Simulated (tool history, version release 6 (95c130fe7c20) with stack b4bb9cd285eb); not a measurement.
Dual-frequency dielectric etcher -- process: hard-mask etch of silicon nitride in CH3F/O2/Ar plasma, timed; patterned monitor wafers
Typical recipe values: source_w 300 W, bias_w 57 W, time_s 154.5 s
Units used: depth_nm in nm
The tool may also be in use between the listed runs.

run   hour  source_w  bias_w  time_s  wafers since the last listed run  hours since the last wet clean  hours since the last source power generator calibration  hours since the last bias power generator calibration  hours since the last upper electrode change  hours since the gauge calibration  read-back reference wafer on the same gauge, depth_nm  depth_nm
  1      0       300      48   126.5                                 0                           308.3                                                   1657.9                                                 1541.2                                       4557.2                                375                                                     99      70.1
  2   14.4       300      57   154.5                               105                           322.7                                                   1672.3                                                 1555.6                                       4571.6                              389.4                                                     99      94.2
  3   25.5       300      57   154.5                                81                           333.8                                                   1683.4                                                 1566.7                                       4582.7                              400.5                                                     99        94
  4   35.1       300      57   154.5                                70                           343.4                                                     1693                                                 1576.3                                       4592.3                              410.1                                                     99      93.9
  5   50.6       300      53   154.5                               113                           358.9                                                   1708.5                                                 1591.8                                       4607.8                              425.6                                                     99      90.7
  6   58.5       300      53   154.5                                58                           366.8                                                   1716.4                                                 1599.7                                       4615.7                              433.5                                                     99      90.5
  7   76.2       330      57   154.5                               129                           384.5                                                   1734.1                                                 1617.4                                       4633.4                              451.2                                                     99      97.8
  8   87.1       330      57   154.5                                80                           395.4                                                     1745                                                 1628.3                                       4644.3                              462.1                                                     99      97.9
  9  108.3       350      57   154.5                               155                           416.6                                                   1766.2                                                 1649.5                                       4665.5                              483.3                                                     99     100.2
 10  123.1       350      57   154.5                               108                           431.4                                                     1781                                                 1664.3                                       4680.3                              498.1                                                     99     100.1
     129.6  -- gauge calibrated
     136.4  -- source power generator calibrated
 11  138.1       300      57   154.5                                80                           446.4                                                      1.7                                                 1679.3                                       4695.3                                8.5                                                     99      94.2
 12  147.9       300      57   154.5                                71                           456.2                                                     11.5                                                 1689.1                                       4705.1                               18.3                                                     99      94.6
 13  160.7       300      57   154.5                                93                             469                                                     24.3                                                 1701.9                                       4717.9                               31.1                                                     99      94.3
     190.5  -- bias power generator calibrated
     190.7  -- wet clean of the chamber
 14  191.2       300      57   154.5                               193                             0.5                                                     54.8                                                    0.7                                       4748.4                               61.6                                                     99      89.1
 15  192.1       300      57   154.5                                 6                             1.4                                                     55.7                                                    1.6                                       4749.3                               62.5                                                     99      89.1
 16  209.4       240      43     196                               127                            18.7                                                       73                                                   18.9                                       4766.6                               79.8                                                     99      88.3
 17  216.9       250      61     127                                55                            26.2                                                     80.5                                                   26.4                                       4774.1                               87.3                                                     99      70.5
     242.9  -- upper electrode replaced
 18  243.4       330      63   154.5                                18                            52.7                                                      107                                                   52.9                                          0.5                              113.8                                                     99      97.4
 19  245.9       240      43     196                                18                            55.2                                                    109.5                                                   55.4                                            3                              116.3                                                     99      88.7
     256.7  -- bias power generator calibrated, repeated, since the last time left the tool worse
 20  257.2       300      57   154.5                                53                            66.5                                                    120.8                                                    0.5                                         14.3                              127.6                                                     99      92.5
 21  267.8       300      66   170.5                                77                            77.1                                                    131.4                                                   11.1                                         24.9                              138.2                                                     99     110.1
 22  275.6       360      67   123.5                                57                            84.9                                                    139.2                                                   18.9                                         32.7                                146                                                     99      86.4
 23  288.3       300      57     123                                93                            97.6                                                    151.9                                                   31.6                                         45.4                              158.7                                                     99      73.8
 24  300.9       370      57     111                                92                           110.2                                                    164.5                                                   44.2                                           58                              171.3                                                     99      72.4
 25  308.9       300      57     174                                58                           118.2                                                    172.5                                                   52.2                                           66                              179.3                                                     99     104.7
 26  322.3       350      57   154.5                                98                           131.6                                                    185.9                                                   65.6                                         79.4                              192.7                                                     99      98.2
 27  330.9       300      48   126.5                                63                           140.2                                                    194.5                                                   74.2                                           88                              201.3                                                     99      69.1
 28    344       300      48   154.5                                96                           153.3                                                    207.6                                                   87.3                                        101.1                              214.4                                                     99      84.3
 29  356.9       350      57     119                                94                           166.2                                                    220.5                                                  100.2                                          114                              227.3                                                     99      75.9
 30    370       340      57   126.5                                96                           179.3                                                    233.6                                                  113.3                                        127.1                              240.4                                                     99      80.1
 31  381.1       300      57   154.5                                81                           190.4                                                    244.7                                                  124.4                                        138.2                              251.5                                                     99        93

Alternative continuations, all from the tool just after run 31; predict every row:
  A  381.6       300      44   154.5                                 3                           190.9                                                    245.2                                                  124.9                                        138.7                                252                                                      ?         ?
  B  381.6       370      43   138.5                                 3                           190.9                                                    245.2                                                  124.9                                        138.7                                252                                                      ?         ?
  C  381.6       320      68     193                                 3                           190.9                                                    245.2                                                  124.9                                        138.7                                252                                                      ?         ?

run  read-back reference wafer on the same gauge, depth_nm  depth_nm
  A                                                     99      80.3
  B                                                     99      77.5
  C                                                     99     130.4
Had the tool no hidden state, the same runs would have come out as:
run  depth_nm
  A      79.8
  B        77
  C     129.4
